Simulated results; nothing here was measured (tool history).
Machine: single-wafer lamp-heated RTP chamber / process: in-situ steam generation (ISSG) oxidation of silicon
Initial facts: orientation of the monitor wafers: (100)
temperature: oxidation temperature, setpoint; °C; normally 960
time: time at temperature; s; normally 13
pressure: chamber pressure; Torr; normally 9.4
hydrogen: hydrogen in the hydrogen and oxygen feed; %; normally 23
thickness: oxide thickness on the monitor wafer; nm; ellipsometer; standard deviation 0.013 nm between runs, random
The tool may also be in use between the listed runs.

run     day  temperature  time  pressure  hydrogen  read-back reference wafer on the same gauge, thickness  thickness
  1   0.000          960    13       9.4        23                                                   3.717      4.053
  2   0.729          960    13       9.4        23                                                   3.720      4.043
  3   1.854          960    13       9.4        23                                                   3.724      4.069
  4   2.592          960    13       9.4        23                                                   3.717      4.040
  5   3.608          960    13       9.4        23                                                   3.719      4.043
  6   4.612          960    13       9.4        23                                                   3.718      4.026
      7.521  -- hydrogen flow controller replaced
      7.767  -- pyrometer window cleaned and pyrometer calibrated
  7   8.671          960    13       9.4        23                                                   3.720      3.955
      9.892  -- gauge calibrated
      9.950  -- pressure gauge zeroed
  8   9.971          960    13       9.4        23                                                   3.717      3.947
  9  10.921          973    10       9.4        27                                                   3.721      3.836
 10  11.562          951    17       8.8        23                                                   3.719      4.339
 11  12.542          960    13       9.4        23                                                   3.722      3.986
 12  13.117          960    13       9.4        23                                                   3.720      3.991
 13  14.008          960    11      10.2        23                                                   3.716      3.652
 14  15.092          960    13       9.4        23                                                   3.717      3.986
 15  16.300          980    11       8.8        19                                                   3.719      3.795
 16  16.967          960    13       9.4        31                                                   3.719      4.291

Branching from run 16: 3 alternative next runs. What would each branch give?
  A  16.988          960    17       9.4        23                                                       ?          ?
  B  16.988          944    16       9.4        26                                                       ?          ?
  C  16.988          960    16      10.2        19                                                       ?          ?

run  read-back reference wafer on the same gauge, thickness  thickness
  A                                                   3.719      4.463
  B                                                   3.719      4.275
  C                                                   3.719      4.113
Stripped of hidden state, with their random variation kept, the same runs would have yielded:
run  thickness
  A      4.365
  B      4.192
  C      4.025
